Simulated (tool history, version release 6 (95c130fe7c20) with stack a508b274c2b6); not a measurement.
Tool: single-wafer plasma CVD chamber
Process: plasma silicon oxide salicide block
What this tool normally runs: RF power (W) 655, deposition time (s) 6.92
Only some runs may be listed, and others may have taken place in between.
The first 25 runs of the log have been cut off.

run    hour  RF power (W)  deposition time (s)  wafers since the last listed run  hours since the last RF generator calibration  hours since the showerhead was replaced  hours since the gauge calibration  read-back reference wafer on the same gauge, thickness_nm  mean film thickness on the monitor wafer (Å)
 26  1407.1           770                 6.26                              1288                                          250.9                                   2542.3                              451.3                                                     72.697                                        633.48
     1433.9  -- showerhead replaced
 27  1434.3           580                 6.92                               452                                          278.1                                      0.4                              478.5                                                     72.708                                        639.78
 28  1461.3           655                 6.92                               637                                          305.1                                     27.4                              505.5                                                     72.678                                        664.02
 29  1516.8           690                 7.68                              1309                                          360.6                                     82.9                              561.0                                                     72.528                                        746.91
 30  1568.7           530                 6.29                              1224                                          412.5                                    134.8                              612.9                                                     72.458                                        558.10
 31  1599.2           655                 6.92                               719                                          443.0                                    165.3                              643.4                                                     72.361                                        659.46
 32  1626.8           655                 6.92                               651                                          470.6                                    192.9                              671.0                                                     72.247                                        653.16
 33  1678.8           655                 6.92                              1226                                          522.6                                    244.9                              723.0                                                     72.229                                        659.08
 34  1733.9           655                 6.92                              1300                                          577.7                                    300.0                              778.1                                                     72.189                                        660.30
 35  1790.6           690                 8.07                              1337                                          634.4                                    356.7                              834.8                                                     72.120                                        774.88
 36  1856.7           740                 6.92                              1559                                          700.5                                    422.8                              900.9                                                     72.102                                        678.70
 37  1909.8           745                 6.92                              1252                                          753.6                                    475.9                              954.0                                                     71.987                                        684.04
 38  1972.6           655                 7.50                              1481                                          816.4                                    538.7                             1016.8                                                     71.919                                        705.57

Forecast each of these 3 alternatives for the next run:
  A  1973.0           655                 6.92                                 9                                          816.8                                    539.1                             1017.2                                                          ?                                             ?
  B  1973.0           550                 7.68                                 9                                          816.8                                    539.1                             1017.2                                                          ?                                             ?
  C  1973.0           570                 6.18                                 9                                          816.8                                    539.1                             1017.2                                                          ?                                             ?

run  read-back reference wafer on the same gauge, thickness_nm  mean film thickness on the monitor wafer (Å)
  A                                                     72.024                                        657.08
  B                                                     72.024                                        690.24
  C                                                     72.024                                        561.72
What these runs would have given with no unlogged condition in the tool:
run  mean film thickness on the monitor wafer (Å)
  A                                        678.70
  B                                        712.95
  C                                        580.21
